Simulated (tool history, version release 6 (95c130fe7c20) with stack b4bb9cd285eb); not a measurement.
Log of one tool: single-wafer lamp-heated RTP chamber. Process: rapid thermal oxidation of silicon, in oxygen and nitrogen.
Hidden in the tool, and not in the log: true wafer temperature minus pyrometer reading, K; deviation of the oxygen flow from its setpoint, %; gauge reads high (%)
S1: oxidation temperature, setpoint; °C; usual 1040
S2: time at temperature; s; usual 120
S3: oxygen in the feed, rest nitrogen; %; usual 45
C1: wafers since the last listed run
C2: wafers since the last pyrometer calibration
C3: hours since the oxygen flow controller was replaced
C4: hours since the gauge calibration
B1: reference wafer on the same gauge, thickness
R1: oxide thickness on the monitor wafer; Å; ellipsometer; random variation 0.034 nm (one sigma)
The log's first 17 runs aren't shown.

run	hour	S1	S2	S3	C1	C2	C3	C4	B1	R1
18	210.8	1062	120	45	107	2622	3060.4	353.8	7.706	90.49
19	228.3	1040	120	45	170	2792	3077.9	371.3	7.695	78.88
20	236.2	1020	157	45	76	2869	3085.8	379.2	7.703	77.39
21	251.1	1010	104	17	145	3014	3100.7	394.1	7.698	43.62
22	259.9	1040	172	45	85	3100	3109.5	402.9	7.701	92.94
# hour 263.6: gauge calibrated
# hour 273.1: oxygen flow controller replaced
23	273.6	1040	67	34	55	3155	0.5	10	7.697	55.22
# hour 281.8: pyrometer window cleaned and pyrometer calibrated
24	282.4	1040	92	32	7	5	9.3	18.8	7.699	60.13
25	298.8	1040	85	45	159	165	25.7	35.2	7.697	65.73
26	316	1040	120	45	167	332	42.9	52.4	7.698	76.35
27	332.3	1040	120	45	158	491	59.2	68.7	7.699	76.52

The next listed run, before its measurement:
28	347.8	1028	94	71	150	642	74.7	84.2	?	?

{"run 28": {"B1": 7.702, "R1": 74.15}}
Without the tool's hidden state the same run would have given R1 73.43 Å.
